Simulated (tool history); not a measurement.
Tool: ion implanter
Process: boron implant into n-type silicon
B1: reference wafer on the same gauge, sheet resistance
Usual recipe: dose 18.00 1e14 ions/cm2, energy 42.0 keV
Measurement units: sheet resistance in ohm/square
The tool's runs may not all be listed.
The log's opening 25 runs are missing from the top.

run 26 hour=355.0 | dose=14.10 energy=30.0 | B1=81.17 | sheet_resistance=93.38
run 27 hour=367.9 | dose=14.34 energy=42.0 | B1=81.18 | sheet_resistance=90.18
run 28 hour=378.4 | dose=18.00 energy=29.0 | B1=81.13 | sheet_resistance=78.09
-- hour=397.0 Faraday cup replaced and dose calibrated
run 29 hour=397.5 | dose=15.27 energy=29.5 | B1=81.32 | sheet_resistance=90.61
run 30 hour=408.0 | dose=13.16 energy=38.0 | B1=81.25 | sheet_resistance=99.60
run 31 hour=423.4 | dose=15.39 energy=54.0 | B1=81.17 | sheet_resistance=85.60
run 32 hour=429.6 | dose=20.52 energy=35.5 | B1=81.21 | sheet_resistance=70.52
run 33 hour=436.8 | dose=18.00 energy=48.5 | B1=81.27 | sheet_resistance=75.92
run 34 hour=447.3 | dose=18.00 energy=42.0 | B1=81.18 | sheet_resistance=76.79
run 35 hour=458.4 | dose=18.00 energy=42.0 | B1=81.09 | sheet_resistance=76.79
run 36 hour=494.2 | dose=18.00 energy=42.0 | B1=81.22 | sheet_resistance=76.86
run 37 hour=509.0 | dose=21.74 energy=51.5 | B1=81.11 | sheet_resistance=64.47
run 38 hour=525.6 | dose=21.74 energy=51.5 | B1=81.11 | sheet_resistance=64.17

3 options for the next run, each taken on its own from the tool as it stands now. Forecast them:
run A hour=526.0 | dose=18.00 energy=49.5 | B1=? | sheet_resistance=?
run B hour=526.0 | dose=22.27 energy=35.0 | B1=? | sheet_resistance=?
run C hour=526.0 | dose=18.00 energy=28.0 | B1=? | sheet_resistance=?

run=A B1=81.16 sheet_resistance=75.56
run=B B1=81.16 sheet_resistance=66.76
run=C B1=81.16 sheet_resistance=80.23
With the hidden condition removed and each run's random variation left untouched, the same runs would have given:
run=A sheet_resistance=76.19
run=B sheet_resistance=67.22
run=C sheet_resistance=80.80
